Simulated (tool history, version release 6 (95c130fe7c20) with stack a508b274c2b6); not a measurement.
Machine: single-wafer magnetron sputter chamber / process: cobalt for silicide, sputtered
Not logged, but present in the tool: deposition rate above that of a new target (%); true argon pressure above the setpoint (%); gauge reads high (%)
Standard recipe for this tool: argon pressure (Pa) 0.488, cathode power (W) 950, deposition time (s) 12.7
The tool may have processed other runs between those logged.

run     day  argon pressure (Pa)  cathode power (W)  deposition time (s)  wafers since the last listed run  wafers on the sputter target  hours since the last manometer calibration  hours since the magnet pack was replaced  hours since the gauge calibration  read-back reference wafer on the same gauge, thickness_nm  mean film thickness on the monitor wafer (nm)
  1       0                0.488                950                 12.7                                 0                          9729                                       929.9                                   10364.5                              940.9                                                      5.632                                           5.23
      1.062  -- sputter target and shields replaced
  2   2.071                0.488                950                 12.7                              1444                           837                                       979.6                                   10414.2                              990.6                                                       5.63                                          5.449
  3   4.667                0.488                950                 12.7                              2157                          2995                                      1041.9                                   10476.5                             1052.9                                                      5.624                                          5.394
  4   6.725                0.488                950                 12.7                              1711                          4706                                      1091.3                                   10525.9                             1102.3                                                      5.639                                          5.376
  5   9.567                0.488                950                 12.7                              2362                          7068                                      1159.5                                   10594.1                             1170.5                                                      5.635                                          5.297
     12.138  -- sputter target and shields replaced
  6  12.158                0.488                850                 12.7                              1877                            17                                      1221.7                                   10656.3                             1232.7                                                      5.628                                          4.843
  7  14.062                0.488                950                 12.7                              1582                          1600                                      1267.4                                     10702                             1278.4                                                      5.629                                          5.407
  8  16.796                0.488                950                 12.7                              2272                          3872                                        1333                                   10767.6                               1344                                                      5.624                                          5.362
  9  18.708                0.488                950                 12.7                              1589                          5462                                      1378.9                                   10813.5                             1389.9                                                      5.628                                          5.308
 10  20.758                0.488                950                 12.7                              1704                          7166                                      1428.1                                   10862.7                             1439.1                                                      5.632                                          5.312
     23.062  -- sputter target and shields replaced
     25.158  -- gauge calibrated
 11  27.821                0.488                950                 12.7                              5594                          3954                                      1597.6                                   11032.2                               63.9                                                      5.626                                            5.4
 12  29.725                0.488                950                 12.7                              1582                          5537                                      1643.3                                   11077.9                              109.6                                                      5.629                                          5.342
 13  32.679                0.488                950                 12.7                              2455                          7993                                      1714.2                                   11148.8                              180.5                                                      5.633                                          5.331
 14  34.567                0.488                950                 12.7                              1569                          9562                                      1759.5                                   11194.1                              225.8                                                      5.637                                          5.283
     36.646  -- sputter target and shields replaced
 15  36.862                0.488                950                 12.7                              1631                           178                                      1814.6                                   11249.2                              280.9                                                      5.628                                          5.446
     39.575  -- capacitance manometer re-zeroed and calibrated
 16  39.646                0.439               1000                 12.7                              2036                          2215                                         1.7                                     11316                              347.7                                                      5.623                                          5.669
     40.329  -- magnet pack replaced
 17  42.125                0.565                800                 13.4                              1783                          3999                                        61.2                                      43.1                              407.2                                                      5.634                                          4.644
 18  44.171                0.488               1050                   14                              1700                          5700                                       110.3                                      92.2                              456.3                                                      5.634                                          6.416
 19  47.162                0.435               1100                 10.3                              2486                          8187                                       182.1                                       164                              528.1                                                      5.634                                          4.973
 20  48.308                0.488                950                 12.7                               952                          9139                                       209.6                                     191.5                              555.6                                                      5.634                                          5.196
     50.183  -- sputter target and shields replaced
 21  50.204                0.488                950                 12.7                              1298                            16                                       255.1                                       237                              601.1                                                       5.63                                          5.437
 22  51.933                0.352                800                 10.2                              1437                          1453                                       296.6                                     278.5                              642.6                                                      5.633                                          3.779
 23  53.238                0.677               1100                 13.4                              1084                          2538                                       327.9                                     309.8                              673.9                                                      5.628                                          6.267
 24  54.658                0.361               1100                 14.8                              1181                          3719                                         362                                     343.9                                708                                                      5.634                                          7.477
 25  55.858                0.654                950                 12.7                               997                          4716                                       390.8                                     372.7                              736.8                                                      5.624                                          5.127
 26  58.429                0.359               1100                 13.8                              2137                          6854                                       452.5                                     434.4                              798.5                                                      5.631                                          6.902
 27  59.525                0.298                950                 10.8                               910                          7764                                       478.8                                     460.7                              824.8                                                       5.63                                          4.714
 28  60.925                0.436               1100                 12.7                              1163                          8928                                       512.4                                     494.3                              858.4                                                      5.626                                          6.214

Expected results for the next run?
     61.721  -- sputter target and shields replaced
 29  63.854                0.352                800                 10.2                              2157                          1771                                       582.7                                     564.6                              928.7                                                          ?                                              ?

{"run 29": {"read-back reference wafer on the same gauge, thickness_nm": 5.637, "mean film thickness on the monitor wafer (nm)": 3.769}}
The same run, on a tool lacking any hidden state, would have yielded mean film thickness on the monitor wafer (nm) 3.773.
